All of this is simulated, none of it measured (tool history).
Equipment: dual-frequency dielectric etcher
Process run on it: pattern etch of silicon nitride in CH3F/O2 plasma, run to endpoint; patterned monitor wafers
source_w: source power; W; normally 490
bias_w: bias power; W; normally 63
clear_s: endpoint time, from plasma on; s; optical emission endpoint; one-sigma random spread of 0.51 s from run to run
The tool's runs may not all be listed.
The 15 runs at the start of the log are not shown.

run	hour	source_w	bias_w	incoming incoming film thickness, nm	clear_s
16	932.9	400	67	55.8	63.2
17	978.0	410	70	55.7	61.1
18	1008.5	450	63	56.1	59.7
19	1048.1	490	56	56.5	60.0
20	1077.1	440	70	55.5	57.3
21	1143.6	490	63	55.6	55.9
# hour 1184.9: upper electrode replaced
22	1208.5	440	76	55.5	56.0
# hour 1237.6: wet clean of the chamber
23	1267.5	540	47	55.6	60.8
24	1441.2	420	53	56.2	65.1
25	1552.0	550	63	56.4	55.4
26	1622.0	450	52	56.4	64.1
27	1685.9	520	49	55.8	60.7
# hour 1745.2: wet clean of the chamber
28	1880.7	530	71	55.5	54.6
29	1915.2	490	63	55.8	58.2
30	1982.2	420	53	55.5	65.3

4 options for the next run, each taken on its own from the tool as it stands now. Forecast them:
A	1982.7	490	63	56.9	?
B	1982.7	420	78	56.9	?
C	1982.7	460	52	56.9	?
D	1982.7	610	63	56.9	?

run	clear_s
A	59.8
B	60.0
C	65.3
D	54.1
The same runs, with their run-to-run variation unchanged, on a tool lacking any hidden condition would have given:
run	clear_s
A	60.6
B	60.7
C	66.2
D	54.8

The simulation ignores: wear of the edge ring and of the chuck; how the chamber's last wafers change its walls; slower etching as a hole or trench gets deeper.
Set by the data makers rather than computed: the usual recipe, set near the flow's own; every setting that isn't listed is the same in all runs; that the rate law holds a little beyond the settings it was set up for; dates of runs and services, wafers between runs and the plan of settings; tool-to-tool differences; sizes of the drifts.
